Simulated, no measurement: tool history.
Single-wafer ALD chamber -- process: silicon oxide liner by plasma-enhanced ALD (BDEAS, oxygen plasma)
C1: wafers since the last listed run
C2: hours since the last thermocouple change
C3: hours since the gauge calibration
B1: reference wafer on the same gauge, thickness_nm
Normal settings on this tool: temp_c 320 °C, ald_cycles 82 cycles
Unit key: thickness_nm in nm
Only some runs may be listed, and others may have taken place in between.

{"run": 1, "hour": 0.0, "temp_c": 315, "ald_cycles": 78, "C1": 0, "C2": 932.9, "C3": 1060.0, "B1": 8.794, "thickness_nm": 7.298}
{"run": 2, "hour": 87.9, "temp_c": 315, "ald_cycles": 78, "C1": 521, "C2": 1020.8, "C3": 1147.9, "B1": 8.798, "thickness_nm": 7.287}
{"run": 3, "hour": 131.3, "temp_c": 315, "ald_cycles": 78, "C1": 257, "C2": 1064.2, "C3": 1191.3, "B1": 8.791, "thickness_nm": 7.284}
{"run": 4, "hour": 197.1, "temp_c": 320, "ald_cycles": 85, "C1": 390, "C2": 1130.0, "C3": 1257.1, "B1": 8.791, "thickness_nm": 7.851}
{"hour": 258.5, "done": "gauge calibrated"}
{"run": 5, "hour": 262.6, "temp_c": 320, "ald_cycles": 85, "C1": 388, "C2": 1195.5, "C3": 4.1, "B1": 8.795, "thickness_nm": 7.847}
{"run": 6, "hour": 309.0, "temp_c": 320, "ald_cycles": 85, "C1": 275, "C2": 1241.9, "C3": 50.5, "B1": 8.78, "thickness_nm": 7.871}
{"run": 7, "hour": 356.2, "temp_c": 320, "ald_cycles": 70, "C1": 279, "C2": 1289.1, "C3": 97.7, "B1": 8.798, "thickness_nm": 6.48}
{"run": 8, "hour": 434.7, "temp_c": 320, "ald_cycles": 82, "C1": 465, "C2": 1367.6, "C3": 176.2, "B1": 8.792, "thickness_nm": 7.589}
{"run": 9, "hour": 480.1, "temp_c": 320, "ald_cycles": 82, "C1": 269, "C2": 1413.0, "C3": 221.6, "B1": 8.792, "thickness_nm": 7.602}
{"run": 10, "hour": 535.6, "temp_c": 320, "ald_cycles": 82, "C1": 329, "C2": 1468.5, "C3": 277.1, "B1": 8.79, "thickness_nm": 7.549}
{"run": 11, "hour": 588.8, "temp_c": 311, "ald_cycles": 87, "C1": 315, "C2": 1521.7, "C3": 330.3, "B1": 8.785, "thickness_nm": 8.17}
{"run": 12, "hour": 662.9, "temp_c": 306, "ald_cycles": 95, "C1": 439, "C2": 1595.8, "C3": 404.4, "B1": 8.792, "thickness_nm": 8.968}
{"run": 13, "hour": 701.0, "temp_c": 320, "ald_cycles": 82, "C1": 225, "C2": 1633.9, "C3": 442.5, "B1": 8.786, "thickness_nm": 7.58}
{"run": 14, "hour": 1017.8, "temp_c": 325, "ald_cycles": 82, "C1": 1878, "C2": 1950.7, "C3": 759.3, "B1": 8.79, "thickness_nm": 7.528}
{"hour": 1028.9, "done": "thermocouple changed; heater temperature recalibrated"}
{"run": 15, "hour": 1066.9, "temp_c": 320, "ald_cycles": 82, "C1": 243, "C2": 38.0, "C3": 808.4, "B1": 8.79, "thickness_nm": 7.635}
{"run": 16, "hour": 1124.0, "temp_c": 320, "ald_cycles": 69, "C1": 338, "C2": 95.1, "C3": 865.5, "B1": 8.801, "thickness_nm": 6.424}
{"run": 17, "hour": 1226.9, "temp_c": 320, "ald_cycles": 77, "C1": 610, "C2": 198.0, "C3": 968.4, "B1": 8.792, "thickness_nm": 7.187}
{"run": 18, "hour": 1334.2, "temp_c": 324, "ald_cycles": 87, "C1": 636, "C2": 305.3, "C3": 1075.7, "B1": 8.787, "thickness_nm": 8.008}
{"hour": 1363.9, "done": "gauge calibrated"}
{"run": 19, "hour": 1384.3, "temp_c": 320, "ald_cycles": 82, "C1": 297, "C2": 355.4, "C3": 20.4, "B1": 8.79, "thickness_nm": 7.609}
{"run": 20, "hour": 1486.9, "temp_c": 314, "ald_cycles": 78, "C1": 608, "C2": 458.0, "C3": 123.0, "B1": 8.784, "thickness_nm": 7.28}
{"run": 21, "hour": 1543.8, "temp_c": 329, "ald_cycles": 87, "C1": 337, "C2": 514.9, "C3": 179.9, "B1": 8.79, "thickness_nm": 7.932}
{"run": 22, "hour": 1705.6, "temp_c": 320, "ald_cycles": 97, "C1": 959, "C2": 676.7, "C3": 341.7, "B1": 8.785, "thickness_nm": 8.982}

The logged runs with the hidden state left out (each run's random variation unchanged):
Hidden state at play: wafer temperature above the value expected at the setpoint (K); gauge reads high (%).
run=1 thickness_nm=7.350
run=2 thickness_nm=7.342
run=3 thickness_nm=7.340
run=4 thickness_nm=7.913
run=5 thickness_nm=7.910
run=6 thickness_nm=7.935
run=7 thickness_nm=6.533
run=8 thickness_nm=7.652
run=9 thickness_nm=7.667
run=10 thickness_nm=7.614
run=11 thickness_nm=8.239
run=12 thickness_nm=9.044
run=13 thickness_nm=7.646
run=14 thickness_nm=7.597
run=15 thickness_nm=7.644
run=16 thickness_nm=6.436
run=17 thickness_nm=7.211
run=18 thickness_nm=8.046
run=19 thickness_nm=7.648
run=20 thickness_nm=7.324
run=21 thickness_nm=7.984
run=22 thickness_nm=9.050
